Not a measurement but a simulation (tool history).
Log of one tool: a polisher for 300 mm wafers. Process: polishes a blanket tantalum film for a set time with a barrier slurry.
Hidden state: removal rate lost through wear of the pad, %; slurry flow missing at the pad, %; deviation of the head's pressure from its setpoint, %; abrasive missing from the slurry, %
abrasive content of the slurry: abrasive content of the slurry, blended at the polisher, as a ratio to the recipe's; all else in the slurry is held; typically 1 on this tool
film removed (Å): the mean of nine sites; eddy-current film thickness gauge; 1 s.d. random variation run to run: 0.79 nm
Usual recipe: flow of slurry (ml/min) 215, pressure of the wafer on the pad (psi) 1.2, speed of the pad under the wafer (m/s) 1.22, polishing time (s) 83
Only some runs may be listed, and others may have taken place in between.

run	day	flow of slurry (ml/min)	pressure of the wafer on the pad (psi)	speed of the pad under the wafer (m/s)	abrasive content of the slurry	polishing time (s)	wafers since the last listed run	wafers polished on this pad	hours since the slurry nozzle was cleaned	hours since the head pressure was calibrated	hours since the slurry blender was calibrated	incoming thickness of the incoming film, nm	film removed (Å)
1	0	215	1.2	1.22	1.15	97	0	1379	10.9	619	358.2	371.7	1397
2	1.892	215	1.2	1.22	1	83	254	1634	56.3	664.4	403.6	377	1154
# day 3.233: worn pad replaced by a new one, repeated, since the last time left the tool worse
3	3.85	215	1.2	1.22	1	83	241	82	103.3	711.4	450.6	367.1	1244
# day 4.454: slurry blender recalibrated
4	5.012	215	1.2	1.22	1	83	145	228	131.2	739.3	13.4	376	1238
5	8.004	215	1.2	1.22	1	77	402	630	203	811.1	85.2	368	1131
# day 9.579: head pressure recalibrated
6	11.208	215	1.2	1.22	1	83	420	1050	279.9	39.1	162.1	376.3	1219
7	19.542	235	1.2	0.94	0.75	57	1121	2172	479.9	239.1	362.1	366.3	637
8	20.875	265	0.8	1.46	1.2	83	179	2351	511.9	271.1	394.1	374.3	1040
# day 23.238: slurry nozzle cleaned
# day 24.183: slurry blender recalibrated
9	26.254	215	0.8	1.22	1	56	707	3059	72.4	400.2	49.7	370.6	575
10	27.446	145	1.2	1.22	1	56	160	3219	101	428.8	78.3	372.7	767
# day 27.683: worn pad replaced by a new one
11	29.938	215	1.2	1.22	1	64	312	303	160.8	488.6	138.1	369.4	941
12	31.854	235	1.2	1.22	1	83	257	561	206.8	534.6	184.1	366.8	1251
13	32.867	215	0.9	1.22	1	83	136	697	231.1	558.9	208.4	368.2	953
14	35.529	215	1.1	1.22	1	67	358	1056	295	622.8	272.3	369.6	908
15	38.271	215	1.5	0.84	1.3	83	369	1425	360.8	688.6	338.1	368.7	1158
16	40.171	215	1.2	1.22	1	83	255	1681	406.4	734.2	383.7	368.3	1202
# day 41.554: head pressure recalibrated
17	41.567	215	1.2	1.22	1.15	83	176	1857	439.9	0.3	417.2	369.8	1250
18	44.1	215	1.2	1	1.2	83	340	2198	500.7	61.1	478	368.4	1062
19	45.983	215	1.2	1.22	1	55	253	2452	545.9	106.3	523.2	373.3	786
20	47.412	215	1.2	1.22	1	83	192	2644	580.2	140.6	557.5	373.1	1203
# day 48.475: slurry nozzle cleaned
# day 48.588: slurry blender recalibrated
21	48.883	215	1	1.22	0.7	83	181	2825	9.8	175.9	7.1	372.1	945
# day 51.296: worn pad replaced by a new one
22	51.471	215	1.2	0.86	1	102	325	23	71.9	238	69.2	361.9	1139
23	54.442	215	1.2	1.22	1	83	399	423	143.2	309.3	140.5	367.8	1224
24	55.604	160	1.2	1.22	1	83	156	579	171.1	337.2	168.4	369.8	1171
25	58.525	215	1.2	1.22	1	83	393	972	241.2	407.3	238.5	376.2	1200
26	61.138	215	1.2	1.46	1	83	351	1324	303.9	470	301.2	367.3	1412
27	63.246	215	1.2	1.22	1.1	83	283	1608	354.5	520.6	351.8	365.3	1228
28	64.383	215	1.2	0.86	1	102	153	1761	381.8	547.9	379.1	373.6	1120
29	66.383	215	1.2	1.22	1	83	269	2030	429.8	595.9	427.1	367.8	1213

What if the next run were any one of these 5? Each begins from the tool's condition after run 29:
A	66.404	215	1.2	1.22	0.9	83	2	2033	430.3	596.4	427.6	365.6	?
B	66.404	195	1.2	1.22	1	108	2	2033	430.3	596.4	427.6	365.6	?
C	66.404	285	1.6	1.22	1	104	2	2033	430.3	596.4	427.6	365.6	?
D	66.404	170	1.2	1.42	1	60	2	2033	430.3	596.4	427.6	365.6	?
E	66.404	195	1.2	1.22	1.1	83	2	2033	430.3	596.4	427.6	365.6	?

run	film removed (Å)
A	1183
B	1560
C	2014
D	970
E	1224
Without the tool's unlogged condition, the same runs would have read:
run	film removed (Å)
A	1220
B	1609
C	2077
D	1000
E	1262
